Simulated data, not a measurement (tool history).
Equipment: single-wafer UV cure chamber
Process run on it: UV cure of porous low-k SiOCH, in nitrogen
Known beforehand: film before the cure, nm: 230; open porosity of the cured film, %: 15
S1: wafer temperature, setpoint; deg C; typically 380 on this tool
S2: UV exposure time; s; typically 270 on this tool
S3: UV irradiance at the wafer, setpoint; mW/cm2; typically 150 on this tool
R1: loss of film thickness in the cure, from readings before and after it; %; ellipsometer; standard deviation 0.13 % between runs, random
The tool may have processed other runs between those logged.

{"run": 1, "hour": 0.0, "S1": 380, "S2": 270, "S3": 177, "R1": 14.058}
{"run": 2, "hour": 11.9, "S1": 380, "S2": 270, "S3": 177, "R1": 14.004}
{"run": 3, "hour": 25.2, "S1": 380, "S2": 270, "S3": 177, "R1": 13.954}
{"run": 4, "hour": 34.7, "S1": 380, "S2": 270, "S3": 150, "R1": 13.261}
{"run": 5, "hour": 46.0, "S1": 380, "S2": 270, "S3": 150, "R1": 13.155}
{"run": 6, "hour": 63.2, "S1": 380, "S2": 270, "S3": 150, "R1": 12.907}
{"run": 7, "hour": 75.3, "S1": 366, "S2": 270, "S3": 150, "R1": 12.638}
{"run": 8, "hour": 89.4, "S1": 374, "S2": 270, "S3": 150, "R1": 12.841}
{"run": 9, "hour": 101.3, "S1": 380, "S2": 270, "S3": 160, "R1": 13.045}
{"run": 10, "hour": 116.0, "S1": 380, "S2": 270, "S3": 160, "R1": 13.063}
{"run": 11, "hour": 125.8, "S1": 380, "S2": 205, "S3": 150, "R1": 11.576}
{"run": 12, "hour": 135.3, "S1": 380, "S2": 205, "S3": 150, "R1": 11.365}
{"run": 13, "hour": 142.5, "S1": 380, "S2": 270, "S3": 150, "R1": 12.825}
{"run": 14, "hour": 150.8, "S1": 380, "S2": 310, "S3": 150, "R1": 13.358}
{"hour": 165.1, "done": "UV bulbs replaced"}
{"run": 15, "hour": 165.6, "S1": 399, "S2": 215, "S3": 179, "R1": 12.519}
{"run": 16, "hour": 167.3, "S1": 380, "S2": 270, "S3": 150, "R1": 12.52}
{"run": 17, "hour": 178.0, "S1": 390, "S2": 270, "S3": 150, "R1": 12.39}
{"hour": 195.7, "done": "quartz window cleaned"}
{"run": 18, "hour": 196.2, "S1": 380, "S2": 270, "S3": 150, "R1": 13.617}
{"run": 19, "hour": 206.3, "S1": 398, "S2": 395, "S3": 166, "R1": 16.267}
{"run": 20, "hour": 216.4, "S1": 380, "S2": 270, "S3": 160, "R1": 14.2}
{"run": 21, "hour": 229.5, "S1": 380, "S2": 270, "S3": 112, "R1": 12.166}
{"run": 22, "hour": 239.2, "S1": 392, "S2": 185, "S3": 176, "R1": 12.837}
{"run": 23, "hour": 254.7, "S1": 365, "S2": 350, "S3": 112, "R1": 13.01}
{"run": 24, "hour": 262.2, "S1": 387, "S2": 315, "S3": 189, "R1": 15.457}
{"run": 25, "hour": 292.7, "S1": 380, "S2": 270, "S3": 137, "R1": 13.073}
{"run": 26, "hour": 299.3, "S1": 395, "S2": 330, "S3": 134, "R1": 14.172}

Below are 5 alternative next runs, each starting from the tool's condition after run 26. Predict each:
{"run": "A", "hour": 299.7, "S1": 380, "S2": 270, "S3": 150, "R1": "?"}
{"run": "B", "hour": 299.7, "S1": 360, "S2": 155, "S3": 117, "R1": "?"}
{"run": "C", "hour": 299.7, "S1": 392, "S2": 270, "S3": 171, "R1": "?"}
{"run": "D", "hour": 299.7, "S1": 395, "S2": 340, "S3": 183, "R1": "?"}
{"run": "E", "hour": 299.7, "S1": 362, "S2": 270, "S3": 140, "R1": "?"}

run=A R1=13.368
run=B R1=9.423
run=C R1=14.203
run=D R1=15.663
run=E R1=12.7
What these runs would have given with no unlogged condition in the tool:
run=A R1=13.492
run=B R1=9.536
run=C R1=14.329
run=D R1=15.79
run=E R1=12.824
